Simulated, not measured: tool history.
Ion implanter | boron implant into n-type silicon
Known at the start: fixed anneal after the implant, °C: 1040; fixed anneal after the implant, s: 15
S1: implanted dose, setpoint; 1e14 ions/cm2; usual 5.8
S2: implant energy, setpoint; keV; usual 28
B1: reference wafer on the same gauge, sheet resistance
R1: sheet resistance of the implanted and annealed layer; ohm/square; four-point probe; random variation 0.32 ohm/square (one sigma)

Run 1, hour 0: usual settings; B1 201.89. Result: R1 196.69 ohm/square.
Run 2, hour 15.4: usual settings; B1 202.12. Result: R1 196.95 ohm/square.
Run 3, hour 22.3: usual settings; B1 201.98. Result: R1 196.93 ohm/square.
Run 4, hour 39.3: usual settings but S1 6.98 1e14 ions/cm2, S2 34.5 keV; B1 201.95. Result: R1 165.69 ohm/square.
Run 5, hour 49.9: usual settings but S1 6.98 1e14 ions/cm2, S2 34.5 keV; B1 202.06. Result: R1 165.57 ohm/square.
Run 6, hour 67.2: usual settings but S1 7.06 1e14 ions/cm2, S2 21 keV; B1 201.8. Result: R1 172.29 ohm/square.
Run 7, hour 75.5: usual settings but S1 7.06 1e14 ions/cm2, S2 21 keV; B1 201.95. Result: R1 173.11 ohm/square.
Run 8, hour 93.5: usual settings but S2 20.5 keV; B1 201.89. Result: R1 204.31 ohm/square.
Run 9, hour 107.8: usual settings but S2 20.5 keV; B1 201.9. Result: R1 204.79 ohm/square.
Run 10, hour 120.4: usual settings but S2 20.5 keV; B1 201.95. Result: R1 204.66 ohm/square.
Run 11, hour 132: usual settings; B1 201.81. Result: R1 198.58 ohm/square.
Run 12, hour 173.5: usual settings; B1 202.15. Result: R1 198.24 ohm/square.
Run 13, hour 180.6: usual settings; B1 202.03. Result: R1 198.39 ohm/square.
Run 14, hour 189: usual settings but S1 4.83 1e14 ions/cm2; B1 202.15. Result: R1 230.76 ohm/square.
At hour 203.6: extraction supply calibrated.
Run 15, hour 204.1: usual settings but S1 4.87 1e14 ions/cm2, S2 33 keV; B1 201.83. Result: R1 225.44 ohm/square.
Run 16, hour 208.6: usual settings but S1 4.94 1e14 ions/cm2, S2 37 keV; B1 201.98. Result: R1 220.31 ohm/square.
Run 17, hour 223.5: usual settings; B1 201.87. Result: R1 198.4 ohm/square.
At hour 259: Faraday cup replaced and dose calibrated.
Run 18, hour 259.5: usual settings but S1 6.62 1e14 ions/cm2, S2 25 keV; B1 201.99. Result: R1 173.74 ohm/square.
Run 19, hour 273.4: usual settings but S1 6.62 1e14 ions/cm2, S2 25 keV; B1 201.98. Result: R1 173.79 ohm/square.
Run 20, hour 288.1: usual settings but S1 4.12 1e14 ions/cm2, S2 25 keV; B1 202. Result: R1 257.61 ohm/square.
At hour 298.8: gauge calibrated.
Run 21, hour 302.6: usual settings but S1 6.3 1e14 ions/cm2, S2 21 keV; B1 202.05. Result: R1 183.83 ohm/square.
Run 22, hour 308.7: usual settings but S1 4.69 1e14 ions/cm2, S2 32.5 keV; B1 201.92. Result: R1 224.92 ohm/square.
Run 23, hour 321.8: usual settings but S1 4.32 1e14 ions/cm2, S2 24 keV; B1 202.14. Result: R1 248.83 ohm/square.
Run 24, hour 337.7: usual settings; B1 202.07. Result: R1 191.54 ohm/square.
Run 25, hour 346.1: usual settings but S1 6.8 1e14 ions/cm2, S2 33 keV; B1 202.05. Result: R1 164.79 ohm/square.
Run 26, hour 359.9: usual settings but S1 4.22 1e14 ions/cm2, S2 23 keV; B1 202.02. Result: R1 255.35 ohm/square.
Run 27, hour 375.4: usual settings but S1 4.83 1e14 ions/cm2; B1 202.13. Result: R1 222.69 ohm/square.
Run 28, hour 383.4: usual settings but S1 4.39 1e14 ions/cm2, S2 21.5 keV; B1 201.85. Result: R1 248.46 ohm/square.

5 ways to go on from here, each from the tool as it stands after run 28. What would each give?
Run A, hour 383.8: usual settings; B1 ?. Result: R1 ?.
Run B, hour 383.8: usual settings but S1 7.01 1e14 ions/cm2, S2 35 keV; B1 ?. Result: R1 ?.
Run C, hour 383.8: usual settings but S1 7.16 1e14 ions/cm2, S2 22.5 keV; B1 ?. Result: R1 ?.
Run D, hour 383.8: usual settings but S2 18.5 keV; B1 ?. Result: R1 ?.
Run E, hour 383.8: usual settings but S1 6.96 1e14 ions/cm2; B1 ?. Result: R1 ?.

run      B1      R1
  A  201.87  191.18
  B  201.87  159.51
  C  201.87  163.72
  D  201.87  200.12
  E  201.87  164.09
Without the tool's hidden state the same runs would have given:
run      R1
  A   190.9
  B  159.28
  C  163.48
  D  199.83
  E  163.86
